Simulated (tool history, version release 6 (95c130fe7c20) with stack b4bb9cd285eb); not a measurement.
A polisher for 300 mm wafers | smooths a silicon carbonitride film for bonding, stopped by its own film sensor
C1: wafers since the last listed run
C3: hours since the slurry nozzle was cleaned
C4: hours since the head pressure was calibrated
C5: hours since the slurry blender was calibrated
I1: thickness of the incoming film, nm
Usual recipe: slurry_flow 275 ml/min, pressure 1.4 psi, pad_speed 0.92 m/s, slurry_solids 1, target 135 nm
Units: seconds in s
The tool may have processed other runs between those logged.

{"run": 1, "hour": 0.0, "slurry_flow": 275, "pressure": 1.4, "pad_speed": 0.92, "slurry_solids": 1, "target": 135, "C1": 0, "wafers polished on this pad": 714, "C3": 451.2, "C4": 295, "C5": 335.5, "I1": 161.9, "seconds": 163.8}
{"hour": 13.9, "done": "slurry blender recalibrated"}
{"run": 2, "hour": 24.5, "slurry_flow": 275, "pressure": 1.4, "pad_speed": 0.92, "slurry_solids": 1, "target": 135, "C1": 130, "wafers polished on this pad": 845, "C3": 475.7, "C4": 319.5, "C5": 10.6, "I1": 159.8, "seconds": 152.2}
{"hour": 48.1, "done": "head pressure recalibrated"}
{"run": 3, "hour": 52.1, "slurry_flow": 275, "pressure": 1.4, "pad_speed": 0.92, "slurry_solids": 1, "target": 135, "C1": 148, "wafers polished on this pad": 994, "C3": 503.3, "C4": 4, "C5": 38.2, "I1": 161.4, "seconds": 144.3}
{"run": 4, "hour": 79.9, "slurry_flow": 275, "pressure": 1.4, "pad_speed": 0.92, "slurry_solids": 1, "target": 135, "C1": 161, "wafers polished on this pad": 1155, "C3": 531.1, "C4": 31.8, "C5": 66, "I1": 159.7, "seconds": 136.5}
{"run": 5, "hour": 92.9, "slurry_flow": 275, "pressure": 1.4, "pad_speed": 0.92, "slurry_solids": 1, "target": 135, "C1": 75, "wafers polished on this pad": 1231, "C3": 544.1, "C4": 44.8, "C5": 79, "I1": 160.8, "seconds": 146.8}
{"run": 6, "hour": 119.1, "slurry_flow": 275, "pressure": 1.4, "pad_speed": 0.92, "slurry_solids": 1, "target": 135, "C1": 152, "wafers polished on this pad": 1383, "C3": 570.3, "C4": 71, "C5": 105.2, "I1": 159.7, "seconds": 141.4}
{"hour": 139.3, "done": "worn pad replaced by a new one, of another model than before"}
{"run": 7, "hour": 148.0, "slurry_flow": 275, "pressure": 1.3, "pad_speed": 0.92, "slurry_solids": 1, "target": 135, "C1": 144, "wafers polished on this pad": 50, "C3": 599.2, "C4": 99.9, "C5": 134.1, "I1": 162.2, "seconds": 160.2}
{"run": 8, "hour": 171.2, "slurry_flow": 275, "pressure": 1.3, "pad_speed": 0.92, "slurry_solids": 1, "target": 135, "C1": 134, "wafers polished on this pad": 185, "C3": 622.4, "C4": 123.1, "C5": 157.3, "I1": 160.8, "seconds": 154.7}
{"hour": 183.1, "done": "slurry nozzle cleaned"}
{"run": 9, "hour": 202.4, "slurry_flow": 275, "pressure": 1, "pad_speed": 0.92, "slurry_solids": 1, "target": 144, "C1": 175, "wafers polished on this pad": 361, "C3": 19.3, "C4": 154.3, "C5": 188.5, "I1": 159.3, "seconds": 106.7}
{"run": 10, "hour": 216.2, "slurry_flow": 275, "pressure": 1.4, "pad_speed": 0.92, "slurry_solids": 1, "target": 135, "C1": 80, "wafers polished on this pad": 441, "C3": 33.1, "C4": 168.1, "C5": 202.3, "I1": 158.6, "seconds": 134.2}
{"run": 11, "hour": 249.8, "slurry_flow": 275, "pressure": 1.4, "pad_speed": 0.92, "slurry_solids": 0.9, "target": 135, "C1": 195, "wafers polished on this pad": 636, "C3": 66.7, "C4": 201.7, "C5": 235.9, "I1": 161.2, "seconds": 160.1}
{"run": 12, "hour": 264.2, "slurry_flow": 195, "pressure": 1.4, "pad_speed": 1.06, "slurry_solids": 1, "target": 139, "C1": 83, "wafers polished on this pad": 720, "C3": 81.1, "C4": 216.1, "C5": 250.3, "I1": 161.7, "seconds": 116.7}
{"run": 13, "hour": 282.7, "slurry_flow": 215, "pressure": 1.4, "pad_speed": 0.92, "slurry_solids": 1.1, "target": 132, "C1": 107, "wafers polished on this pad": 828, "C3": 99.6, "C4": 234.6, "C5": 268.8, "I1": 157.1, "seconds": 141.3}
{"run": 14, "hour": 301.2, "slurry_flow": 200, "pressure": 1, "pad_speed": 1.12, "slurry_solids": 1, "target": 140, "C1": 107, "wafers polished on this pad": 935, "C3": 118.1, "C4": 253.1, "C5": 287.3, "I1": 161.9, "seconds": 131.6}
{"hour": 325.9, "done": "head pressure recalibrated"}
{"run": 15, "hour": 326.4, "slurry_flow": 275, "pressure": 1.4, "pad_speed": 0.78, "slurry_solids": 1, "target": 135, "C1": 134, "wafers polished on this pad": 1070, "C3": 143.3, "C4": 0.5, "C5": 312.5, "I1": 159, "seconds": 151.6}
{"hour": 361.1, "done": "worn pad replaced by a new one"}
{"hour": 362.9, "done": "slurry blender recalibrated"}
{"run": 16, "hour": 400.0, "slurry_flow": 275, "pressure": 1.4, "pad_speed": 0.92, "slurry_solids": 1, "target": 135, "C1": 394, "wafers polished on this pad": 215, "C3": 216.9, "C4": 74.1, "C5": 37.1, "I1": 161.3, "seconds": 146.9}
{"run": 17, "hour": 419.1, "slurry_flow": 275, "pressure": 1.4, "pad_speed": 0.76, "slurry_solids": 1.3, "target": 135, "C1": 111, "wafers polished on this pad": 326, "C3": 236, "C4": 93.2, "C5": 56.2, "I1": 157.6, "seconds": 135.1}
{"run": 18, "hour": 445.3, "slurry_flow": 200, "pressure": 1.6, "pad_speed": 0.92, "slurry_solids": 1.1, "target": 135, "C1": 152, "wafers polished on this pad": 478, "C3": 262.2, "C4": 119.4, "C5": 82.4, "I1": 158.7, "seconds": 120.6}
{"run": 19, "hour": 472.8, "slurry_flow": 275, "pressure": 1.4, "pad_speed": 0.92, "slurry_solids": 1, "target": 135, "C1": 159, "wafers polished on this pad": 638, "C3": 289.7, "C4": 146.9, "C5": 109.9, "I1": 160.5, "seconds": 144.1}
{"run": 20, "hour": 505.0, "slurry_flow": 245, "pressure": 1.4, "pad_speed": 0.78, "slurry_solids": 1.1, "target": 130, "C1": 187, "wafers polished on this pad": 826, "C3": 321.9, "C4": 179.1, "C5": 142.1, "I1": 161.4, "seconds": 200.9}
{"run": 21, "hour": 531.1, "slurry_flow": 275, "pressure": 1, "pad_speed": 0.8, "slurry_solids": 1, "target": 135, "C1": 151, "wafers polished on this pad": 977, "C3": 348, "C4": 205.2, "C5": 168.2, "I1": 159.8, "seconds": 200.9}
{"run": 22, "hour": 559.5, "slurry_flow": 275, "pressure": 1.4, "pad_speed": 0.92, "slurry_solids": 1, "target": 127, "C1": 165, "wafers polished on this pad": 1142, "C3": 376.4, "C4": 233.6, "C5": 196.6, "I1": 159.7, "seconds": 186.4}
{"run": 23, "hour": 583.4, "slurry_flow": 275, "pressure": 1.7, "pad_speed": 0.92, "slurry_solids": 1, "target": 135, "C1": 138, "wafers polished on this pad": 1281, "C3": 400.3, "C4": 257.5, "C5": 220.5, "I1": 162.3, "seconds": 135.4}
{"run": 24, "hour": 596.7, "slurry_flow": 365, "pressure": 1.4, "pad_speed": 0.92, "slurry_solids": 1.15, "target": 131, "C1": 77, "wafers polished on this pad": 1359, "C3": 413.6, "C4": 270.8, "C5": 233.8, "I1": 163, "seconds": 171.6}
{"hour": 610.8, "done": "head pressure recalibrated"}
{"run": 25, "hour": 613.4, "slurry_flow": 275, "pressure": 1.4, "pad_speed": 0.92, "slurry_solids": 1, "target": 135, "C1": 85, "wafers polished on this pad": 1444, "C3": 430.3, "C4": 2.6, "C5": 250.5, "I1": 161, "seconds": 140.8}
{"run": 26, "hour": 631.4, "slurry_flow": 275, "pressure": 1.4, "pad_speed": 0.92, "slurry_solids": 0.75, "target": 128, "C1": 104, "wafers polished on this pad": 1549, "C3": 448.3, "C4": 20.6, "C5": 268.5, "I1": 158.3, "seconds": 194}
{"hour": 647.2, "done": "worn pad replaced by a new one"}
{"run": 27, "hour": 658.8, "slurry_flow": 275, "pressure": 1.4, "pad_speed": 0.92, "slurry_solids": 1, "target": 135, "C1": 136, "wafers polished on this pad": 67, "C3": 475.7, "C4": 48, "C5": 295.9, "I1": 157.6, "seconds": 122.6}
{"run": 28, "hour": 687.4, "slurry_flow": 275, "pressure": 1.4, "pad_speed": 0.92, "slurry_solids": 1, "target": 135, "C1": 166, "wafers polished on this pad": 233, "C3": 504.3, "C4": 76.6, "C5": 324.5, "I1": 161.7, "seconds": 148.1}
{"run": 29, "hour": 705.8, "slurry_flow": 275, "pressure": 1.4, "pad_speed": 0.92, "slurry_solids": 1, "target": 135, "C1": 106, "wafers polished on this pad": 340, "C3": 522.7, "C4": 95, "C5": 342.9, "I1": 159.6, "seconds": 138.5}
{"run": 30, "hour": 722.8, "slurry_flow": 275, "pressure": 1.4, "pad_speed": 0.92, "slurry_solids": 1, "target": 135, "C1": 98, "wafers polished on this pad": 439, "C3": 539.7, "C4": 112, "C5": 359.9, "I1": 160.2, "seconds": 143.8}
{"hour": 738.9, "done": "slurry blender recalibrated"}
{"run": 31, "hour": 750.8, "slurry_flow": 230, "pressure": 1.4, "pad_speed": 0.92, "slurry_solids": 1, "target": 141, "C1": 151, "wafers polished on this pad": 590, "C3": 567.7, "C4": 140, "C5": 11.9, "I1": 159.2, "seconds": 103.9}

Hidden state or all else? Some run-to-run changes of seconds, split into what the settings, what came in and random variation would give without the hidden state, and what is left for the hidden state (with any gauge scatter that isn't in both results):
Hidden conditions of the tool in this case: removal rate lost through wear of the pad, %; slurry flow missing at the pad, %; deviation of the head's pressure from its setpoint, %; abrasive missing from the slurry, %.
Run 2 -> 3: head pressure recalibrated. seconds -7.9 s: hidden state -16, all else +8.1.
Run 14 -> 15: slurry_flow 200 -> 275, pressure 1 -> 1.4, pad_speed 1.12 -> 0.78, target 140 -> 135, head pressure recalibrated. seconds +20 s: hidden state -9.7, all else +29.7.
Run 19 -> 20: slurry_flow 275 -> 245, pad_speed 0.92 -> 0.78, slurry_solids 1 -> 1.1, target 135 -> 130. seconds +56.8 s: hidden state +3.8, all else +53.
Run 24 -> 25: slurry_flow 365 -> 275, slurry_solids 1.15 -> 1, target 131 -> 135, head pressure recalibrated. seconds -30.8 s: hidden state -10.8, all else -20.
Run 25 -> 26: slurry_solids 1 -> 0.75, target 135 -> 128. seconds +53.2 s: hidden state +2, all else +51.2.
Run 26 -> 27: slurry_solids 0.75 -> 1, target 128 -> 135, worn pad replaced by a new one. seconds -71.4 s: hidden state +1.1, all else -72.5.
